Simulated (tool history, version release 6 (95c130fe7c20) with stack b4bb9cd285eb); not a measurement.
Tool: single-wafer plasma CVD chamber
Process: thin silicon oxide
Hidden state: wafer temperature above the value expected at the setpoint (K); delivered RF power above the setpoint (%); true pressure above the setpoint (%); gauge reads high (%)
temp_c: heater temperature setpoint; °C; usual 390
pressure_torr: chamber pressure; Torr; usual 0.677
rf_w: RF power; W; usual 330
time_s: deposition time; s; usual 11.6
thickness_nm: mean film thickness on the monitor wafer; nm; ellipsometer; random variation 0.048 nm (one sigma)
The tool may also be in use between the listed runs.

run	hour	temp_c	pressure_torr	rf_w	time_s	wafers since the last listed run	hours since the last thermocouple change	hours since the last RF generator calibration	hours since the last manometer calibration	hours since the showerhead was replaced	hours since the gauge calibration	read-back reference wafer on the same gauge, thickness_nm	thickness_nm
1	0	390	0.584	330	12.2	0	120.8	1960.1	2888.4	6473.8	780.3	21.393	17.527
2	34.1	390	0.677	350	11.6	745	154.9	1994.2	2922.5	6507.9	814.4	21.392	19.775
3	69.7	390	0.677	350	11.6	778	190.5	2029.8	2958.1	6543.5	850	21.415	19.807
4	101.3	390	0.677	315	11	690	222.1	2061.4	2989.7	6575.1	881.6	21.398	18.023
5	122.5	390	0.721	330	11.6	463	243.3	2082.6	3010.9	6596.3	902.8	21.413	20.603
6	142.5	378	0.621	300	10.7	437	263.3	2102.6	3030.9	6616.3	922.8	21.401	15.775
7	160.5	399	0.677	295	12.3	393	281.3	2120.6	3048.9	6634.3	940.8	21.41	19.459
8	174.1	390	0.677	330	11.6	297	294.9	2134.2	3062.5	6647.9	954.4	21.424	19.35
9	197.7	390	0.829	305	13.1	515	318.5	2157.8	3086.1	6671.5	978	21.427	25.601
10	219.8	405	0.677	330	10.5	483	340.6	2179.9	3108.2	6693.6	1000.1	21.402	17.268
11	240.5	380	0.582	385	9.8	452	361.3	2200.6	3128.9	6714.3	1020.8	21.387	14.976
12	267.6	376	0.677	370	13.7	592	388.4	2227.7	3156	6741.4	1047.9	21.382	24.106
13	288.8	390	0.584	330	12.2	463	409.6	2248.9	3177.2	6762.6	1069.1	21.414	17.513
# hour 325: RF generator calibrated
14	325.5	390	0.677	395	11.6	627	446.3	0.5	3213.9	6799.3	1105.8	21.394	21.287
# hour 339.3: capacitance manometer re-zeroed and calibrated
15	341.6	390	0.677	330	11.6	177	462.4	16.6	2.3	6815.4	1121.9	21.388	19.867
16	357	390	0.677	330	11.6	336	477.8	32	17.7	6830.8	1137.3	21.395	19.824
17	385.5	396	0.677	330	11.6	622	506.3	60.5	46.2	6859.3	1165.8	21.389	19.75
# hour 397.9: gauge calibrated
18	404.5	398	0.677	370	10.2	415	525.3	79.5	65.2	6878.3	6.6	21.428	18.141
# hour 417.7: showerhead replaced
19	430.5	402	0.677	290	11	393	551.3	105.5	91.2	12.8	32.6	21.401	17.712
20	464.5	390	0.529	330	12.9	743	585.3	139.5	125.2	46.8	66.6	21.398	17.104
21	487.6	390	0.677	395	11.6	504	608.4	162.6	148.3	69.9	89.7	21.396	21.188
22	573.3	382	0.677	330	11.6	1873	694.1	248.3	234	155.6	175.4	21.4	19.937
23	604.7	390	0.677	330	11.6	686	725.5	279.7	265.4	187	206.8	21.386	19.714
24	627.2	390	0.677	330	11.6	491	748	302.2	287.9	209.5	229.3	21.394	19.638
25	661.6	375	0.777	265	12.7	751	782.4	336.6	322.3	243.9	263.7	21.397	22.717
26	681.8	390	0.677	330	11.6	441	802.6	356.8	342.5	264.1	283.9	21.377	19.654
27	708	377	0.677	330	11.6	572	828.8	383	368.7	290.3	310.1	21.419	19.882
28	725.4	403	0.677	330	10.1	380	846.2	400.4	386.1	307.7	327.5	21.406	16.92
29	755.7	375	0.777	265	12.7	662	876.5	430.7	416.4	338	357.8	21.4	22.71

Hidden state or all else? Some run-to-run changes of thickness_nm, split into what the settings, what came in and random variation would give without the hidden state, and what is left for the hidden state (with any gauge scatter that isn't in both results):
Run 9 -> 10: temp_c 390 -> 405, pressure_torr 0.829 -> 0.677, rf_w 305 -> 330, time_s 13.1 -> 10.5. thickness_nm -8.333 nm: hidden state +0.34, all else -8.673.
Run 11 -> 12: temp_c 380 -> 376, pressure_torr 0.582 -> 0.677, rf_w 385 -> 370, time_s 9.8 -> 13.7. thickness_nm +9.13 nm: hidden state -0.333, all else +9.463.
Run 13 -> 14: pressure_torr 0.584 -> 0.677, rf_w 330 -> 395, time_s 12.2 -> 11.6, RF generator calibrated. thickness_nm +3.774 nm: hidden state +0.533, all else +3.241.
